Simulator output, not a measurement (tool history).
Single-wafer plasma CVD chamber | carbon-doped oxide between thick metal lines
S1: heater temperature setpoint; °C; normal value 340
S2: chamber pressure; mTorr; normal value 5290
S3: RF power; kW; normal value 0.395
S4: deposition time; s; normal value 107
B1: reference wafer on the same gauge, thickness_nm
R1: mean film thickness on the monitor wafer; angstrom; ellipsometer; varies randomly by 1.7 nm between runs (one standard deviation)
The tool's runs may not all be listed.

{"run": 1, "day": 0.0, "S1": 340, "S2": 5290, "S3": 0.335, "S4": 107, "B1": 652.006, "R1": 4600.03}
{"run": 2, "day": 0.725, "S1": 344, "S2": 5290, "S3": 0.395, "S4": 100, "B1": 651.748, "R1": 5042.99}
{"run": 3, "day": 2.067, "S1": 344, "S2": 5290, "S3": 0.395, "S4": 100, "B1": 652.978, "R1": 5060.18}
{"run": 4, "day": 2.575, "S1": 340, "S2": 5290, "S3": 0.395, "S4": 107, "B1": 653.061, "R1": 5456.12}
{"run": 5, "day": 3.854, "S1": 340, "S2": 5290, "S3": 0.395, "S4": 107, "B1": 652.769, "R1": 5464.33}
{"run": 6, "day": 5.238, "S1": 340, "S2": 5290, "S3": 0.395, "S4": 107, "B1": 654.225, "R1": 5466.84}
{"day": 5.742, "done": "thermocouple changed; heater temperature recalibrated"}
{"run": 7, "day": 6.304, "S1": 340, "S2": 5290, "S3": 0.395, "S4": 107, "B1": 652.935, "R1": 5455.42}
{"day": 6.379, "done": "gauge calibrated"}
{"run": 8, "day": 7.429, "S1": 340, "S2": 5290, "S3": 0.395, "S4": 107, "B1": 652.856, "R1": 5468.74}
{"run": 9, "day": 10.442, "S1": 340, "S2": 5290, "S3": 0.395, "S4": 107, "B1": 653.424, "R1": 5474.63}
{"run": 10, "day": 11.0, "S1": 340, "S2": 5290, "S3": 0.395, "S4": 107, "B1": 652.832, "R1": 5452.71}
{"run": 11, "day": 11.738, "S1": 340, "S2": 5290, "S3": 0.395, "S4": 107, "B1": 652.381, "R1": 5475.18}
{"run": 12, "day": 13.071, "S1": 351, "S2": 5930, "S3": 0.35, "S4": 124, "B1": 652.251, "R1": 5554.11}
{"run": 13, "day": 14.129, "S1": 332, "S2": 5290, "S3": 0.43, "S4": 107, "B1": 652.588, "R1": 6052.9}
{"day": 15.367, "done": "capacitance manometer re-zeroed and calibrated"}
{"day": 17.271, "done": "showerhead replaced"}
{"run": 14, "day": 18.396, "S1": 340, "S2": 5290, "S3": 0.395, "S4": 128, "B1": 652.657, "R1": 6507.58}
{"run": 15, "day": 19.125, "S1": 344, "S2": 5290, "S3": 0.435, "S4": 86, "B1": 653.612, "R1": 4773.06}
{"run": 16, "day": 19.808, "S1": 325, "S2": 5290, "S3": 0.395, "S4": 90, "B1": 653.515, "R1": 4784.81}
{"run": 17, "day": 20.579, "S1": 350, "S2": 5290, "S3": 0.43, "S4": 122, "B1": 653.364, "R1": 6557.43}
{"run": 18, "day": 23.583, "S1": 346, "S2": 6600, "S3": 0.395, "S4": 113, "B1": 653.135, "R1": 5850.82}
{"day": 24.229, "done": "RF generator calibrated"}
{"run": 19, "day": 24.625, "S1": 340, "S2": 5290, "S3": 0.395, "S4": 113, "B1": 653.627, "R1": 5758.18}
{"run": 20, "day": 25.658, "S1": 340, "S2": 5290, "S3": 0.395, "S4": 107, "B1": 652.88, "R1": 5457.95}
{"run": 21, "day": 27.062, "S1": 340, "S2": 5290, "S3": 0.395, "S4": 107, "B1": 652.956, "R1": 5475.73}
{"run": 22, "day": 28.029, "S1": 340, "S2": 5290, "S3": 0.395, "S4": 107, "B1": 653.031, "R1": 5453.78}
{"run": 23, "day": 29.162, "S1": 340, "S2": 5290, "S3": 0.395, "S4": 125, "B1": 652.549, "R1": 6374.1}
{"run": 24, "day": 30.15, "S1": 352, "S2": 5760, "S3": 0.395, "S4": 107, "B1": 652.365, "R1": 5422.05}
{"run": 25, "day": 30.829, "S1": 340, "S2": 5290, "S3": 0.395, "S4": 107, "B1": 652.151, "R1": 5460.06}
{"run": 26, "day": 31.833, "S1": 340, "S2": 5290, "S3": 0.395, "S4": 107, "B1": 652.919, "R1": 5475.94}
{"run": 27, "day": 32.892, "S1": 345, "S2": 5290, "S3": 0.395, "S4": 93, "B1": 652.417, "R1": 4716.7}

What if the next run were any one of these 5? Each begins from the tool's condition after run 27:
{"run": "A", "day": 32.908, "S1": 340, "S2": 5290, "S3": 0.395, "S4": 107, "B1": "?", "R1": "?"}
{"run": "B", "day": 32.908, "S1": 340, "S2": 5290, "S3": 0.375, "S4": 107, "B1": "?", "R1": "?"}
{"run": "C", "day": 32.908, "S1": 340, "S2": 5960, "S3": 0.395, "S4": 107, "B1": "?", "R1": "?"}
{"run": "D", "day": 32.908, "S1": 340, "S2": 4150, "S3": 0.395, "S4": 107, "B1": "?", "R1": "?"}
{"run": "E", "day": 32.908, "S1": 340, "S2": 6330, "S3": 0.395, "S4": 96, "B1": "?", "R1": "?"}

run=A B1=652.999 R1=5422.69
run=B B1=652.999 R1=5147.58
run=C B1=652.999 R1=5533.28
run=D B1=652.999 R1=5147.28
run=E B1=652.999 R1=5006.25
Without the tool's hidden state the same runs would have given:
run=A R1=5422.69
run=B R1=5147.58
run=C R1=5533.28
run=D R1=5147.28
run=E R1=5006.25

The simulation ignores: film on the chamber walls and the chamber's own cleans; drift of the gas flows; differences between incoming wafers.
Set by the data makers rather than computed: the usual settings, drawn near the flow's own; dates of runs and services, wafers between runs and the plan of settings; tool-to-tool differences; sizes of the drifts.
